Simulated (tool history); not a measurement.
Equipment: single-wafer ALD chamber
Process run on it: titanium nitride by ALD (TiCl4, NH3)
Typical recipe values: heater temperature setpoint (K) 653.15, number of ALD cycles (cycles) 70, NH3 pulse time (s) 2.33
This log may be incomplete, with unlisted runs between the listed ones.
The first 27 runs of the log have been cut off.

run	day	heater temperature setpoint (K)	number of ALD cycles (cycles)	NH3 pulse time (s)	wafers since the last listed run	hours since the last thermocouple change	hours since the showerhead was replaced	hours since the gauge calibration	read-back reference wafer on the same gauge, thickness_nm	mean film thickness on the monitor wafer (nm)
# day 16.925: showerhead replaced
28	16.946	648.15	70	1.72	7	126.7	0.5	128.2	1.665	1.577
29	17.575	663.15	83	2.83	42	141.8	15.6	143.3	1.665	1.953
30	18.083	653.15	80	2.33	34	154	27.8	155.5	1.665	1.862
31	18.808	643.15	81	2.33	49	171.4	45.2	172.9	1.666	1.856
32	19.188	653.15	70	2.65	25	180.5	54.3	182	1.666	1.639
33	19.479	643.15	59	2.33	19	187.5	61.3	189	1.668	1.361
34	19.754	653.15	76	2.33	18	194.1	67.9	195.6	1.668	1.78
35	20.262	653.15	70	1.66	34	206.3	80.1	207.8	1.667	1.592
36	20.8	653.15	70	2.33	36	219.2	93	220.7	1.668	1.637
37	21.117	653.15	70	1.66	21	226.8	100.6	228.3	1.67	1.602
38	21.483	666.15	59	1.47	24	235.6	109.4	237.1	1.67	1.357
39	22.188	642.15	70	1.46	47	252.5	126.3	254	1.67	1.542
40	22.546	653.15	70	2.33	24	261.1	134.9	262.6	1.671	1.634
41	23.267	653.15	70	2.33	48	278.4	152.2	279.9	1.671	1.638

Forecast each of these 3 alternatives for the next run:
A	23.292	653.15	70	2.33	1	279	152.8	280.5	?	?
B	23.292	653.15	81	2.33	1	279	152.8	280.5	?	?
C	23.292	646.15	74	2.33	1	279	152.8	280.5	?	?

run	read-back reference wafer on the same gauge, thickness_nm	mean film thickness on the monitor wafer (nm)
A	1.671	1.635
B	1.671	1.892
C	1.671	1.714
Without the tool's hidden state the same runs would have given:
run	mean film thickness on the monitor wafer (nm)
A	1.615
B	1.868
C	1.692
